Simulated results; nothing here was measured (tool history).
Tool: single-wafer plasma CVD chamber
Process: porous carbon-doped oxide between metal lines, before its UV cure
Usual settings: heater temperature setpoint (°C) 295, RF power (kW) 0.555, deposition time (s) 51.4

| run | hour | heater temperature setpoint (°C) | RF power (kW) | deposition time (s) | read-back reference wafer on the same gauge, thickness_nm | mean film thickness on the monitor wafer (Å) |
|---|---|---|---|---|---|---|
| 1 | 0 | 295 | 0.555 | 51.4 | 299.198 | 2880.48 |
| 2 | 24.4 | 295 | 0.555 | 51.4 | 299.401 | 2879.14 |
| 3 | 43.3 | 295 | 0.555 | 51.4 | 298.882 | 2880.37 |
| 4 | 58.4 | 295 | 0.555 | 51.4 | 298.914 | 2897.01 |
| 5 | 85.7 | 295 | 0.555 | 51.4 | 298.774 | 2880.74 |
| 6 | 110.2 | 295 | 0.555 | 51.4 | 298.94 | 2870.04 |
| 7 | 136.1 | 295 | 0.555 | 43.9 | 298.623 | 2476.21 |
| 8 | 158.3 | 295 | 0.555 | 43.9 | 298.939 | 2475.41 |
| 9 | 192.5 | 295 | 0.555 | 51.4 | 298.686 | 2875.97 |
|  | 213.8 | thermocouple changed; heater temperature recalibrated |
| 10 | 214.3 | 295 | 0.555 | 51.4 | 299.04 | 2895.92 |
| 11 | 239.2 | 295 | 0.555 | 51.4 | 299.044 | 2871.13 |
|  | 257.6 | showerhead replaced |
| 12 | 258.1 | 287 | 0.555 | 51.4 | 299.082 | 3001.15 |
| 13 | 284.4 | 295 | 0.555 | 51.4 | 298.687 | 2885.08 |
|  | 299.2 | RF generator calibrated |
| 14 | 302.1 | 295 | 0.555 | 51.4 | 298.793 | 2881.54 |
| 15 | 333.5 | 290 | 0.555 | 54 | 299.018 | 3107.01 |
| 16 | 353.3 | 290 | 0.625 | 51.4 | 298.815 | 3162.33 |
| 17 | 379.1 | 295 | 0.555 | 51.4 | 298.882 | 2880.13 |
| 18 | 411.9 | 295 | 0.605 | 59.7 | 298.559 | 3488.88 |
| 19 | 441.2 | 305 | 0.605 | 55.7 | 298.931 | 3094.59 |

Forecast run 20:
| 20 | 456.3 | 286 | 0.525 | 47.2 | ? | ? |

Run 20 gave read-back reference wafer on the same gauge, thickness_nm 298.862, mean film thickness on the monitor wafer (Å) 2702.48.
Without the tool's hidden state the same run would have given mean film thickness on the monitor wafer (Å) 2702.48.

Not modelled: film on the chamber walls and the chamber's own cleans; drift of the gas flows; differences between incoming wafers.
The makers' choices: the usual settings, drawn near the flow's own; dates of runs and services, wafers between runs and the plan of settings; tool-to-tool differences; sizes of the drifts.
